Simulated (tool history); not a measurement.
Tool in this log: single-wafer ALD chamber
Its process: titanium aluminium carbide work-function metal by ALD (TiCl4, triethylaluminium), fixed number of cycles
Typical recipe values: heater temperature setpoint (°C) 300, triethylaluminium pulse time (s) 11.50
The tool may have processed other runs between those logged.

run,day,heater temperature setpoint (°C),triethylaluminium pulse time (s),wafers since the last listed run,hours since the last thermocouple change,hours since the last triethylaluminium bottle change,hours since the showerhead was replaced,hours since the gauge calibration,"read-back reference wafer on the same gauge, thickness_nm",mean film thickness on the monitor wafer (nm)
1,0.000,300,11.50,0,2124.6,333.6,4586.5,928.5,2.268,1.937
2,2.379,300,11.50,609,2181.7,390.7,4643.6,985.6,2.273,1.933
3,3.992,300,11.50,413,2220.4,429.4,4682.3,1024.3,2.266,1.950
4,17.067,300,11.50,3349,2534.2,743.2,4996.1,1338.1,2.273,1.919
5,19.254,289,11.50,560,2586.7,795.7,5048.6,1390.6,2.273,1.817
6,22.917,289,11.50,938,2674.6,883.6,5136.5,1478.5,2.269,1.833
7,24.667,289,11.50,448,2716.6,925.6,5178.5,1520.5,2.267,1.823
8,27.983,300,11.50,849,2796.2,1005.2,5258.1,1600.1,2.269,1.909
# day 29.700: showerhead replaced
9,31.583,300,11.50,836,2882.6,1091.6,45.2,1686.5,2.268,1.917
10,35.204,300,11.50,927,2969.5,1178.5,132.1,1773.4,2.269,1.912
# day 38.150: thermocouple changed; heater temperature recalibrated
11,39.296,300,14.32,962,27.5,1276.7,230.3,1871.6,2.270,1.940
12,42.042,300,11.50,703,93.4,1342.6,296.2,1937.5,2.267,1.911
13,43.829,313,15.35,457,136.3,1385.5,339.1,1980.4,2.275,2.090
14,45.483,304,9.27,423,176.0,1425.2,378.8,2020.1,2.267,1.829
# day 45.708: gauge calibrated
15,47.842,287,9.53,604,232.6,1481.8,435.4,51.2,2.264,1.691
# day 50.588: triethylaluminium bottle replaced
16,51.312,310,15.09,803,315.9,17.4,518.7,134.5,2.272,2.047
17,53.738,306,11.50,621,374.1,75.6,576.9,192.7,2.267,2.004
18,56.496,311,13.79,706,440.3,141.8,643.1,258.9,2.271,2.088
19,58.767,291,7.10,581,494.8,196.3,697.6,313.4,2.272,1.675
20,61.846,300,11.50,788,568.7,270.2,771.5,387.3,2.271,1.946
21,65.262,308,14.60,875,650.7,352.2,853.5,469.3,2.267,2.042
22,68.721,311,11.50,885,733.7,435.2,936.5,552.3,2.269,2.035
23,73.158,300,11.50,1136,840.2,541.7,1043.0,658.8,2.269,1.929
24,74.925,315,14.15,452,882.6,584.1,1085.4,701.2,2.271,2.112
25,77.562,286,9.77,675,945.9,647.4,1148.7,764.5,2.270,1.751
26,80.862,289,10.08,845,1025.1,726.6,1227.9,843.7,2.271,1.780
27,83.021,300,8.53,552,1076.9,778.4,1279.7,895.5,2.273,1.823
28,86.067,294,7.26,780,1150.0,851.5,1352.8,968.6,2.271,1.672
29,90.525,308,11.50,1142,1257.0,958.5,1459.8,1075.6,2.269,2.002
30,94.504,292,9.77,1019,1352.5,1054.0,1555.3,1171.1,2.268,1.799
31,97.571,300,11.50,785,1426.1,1127.6,1628.9,1244.7,2.272,1.904
32,100.746,285,7.06,813,1502.3,1203.8,1705.1,1320.9,2.270,1.532

5 ways to go on from here, each from the tool as it stands after run 32. What would each give?
A,100.762,300,11.50,4,1502.7,1204.2,1705.5,1321.3,?,?
B,100.762,293,7.31,4,1502.7,1204.2,1705.5,1321.3,?,?
C,100.762,300,9.36,4,1502.7,1204.2,1705.5,1321.3,?,?
D,100.762,291,15.88,4,1502.7,1204.2,1705.5,1321.3,?,?
E,100.762,292,15.49,4,1502.7,1204.2,1705.5,1321.3,?,?

run,"read-back reference wafer on the same gauge, thickness_nm",mean film thickness on the monitor wafer (nm)
A,2.268,1.917
B,2.268,1.636
C,2.268,1.842
D,2.268,1.883
E,2.268,1.890
With no hidden state in the tool, these same runs would have given:
run,mean film thickness on the monitor wafer (nm)
A,1.947
B,1.716
C,1.895
D,1.891
E,1.899

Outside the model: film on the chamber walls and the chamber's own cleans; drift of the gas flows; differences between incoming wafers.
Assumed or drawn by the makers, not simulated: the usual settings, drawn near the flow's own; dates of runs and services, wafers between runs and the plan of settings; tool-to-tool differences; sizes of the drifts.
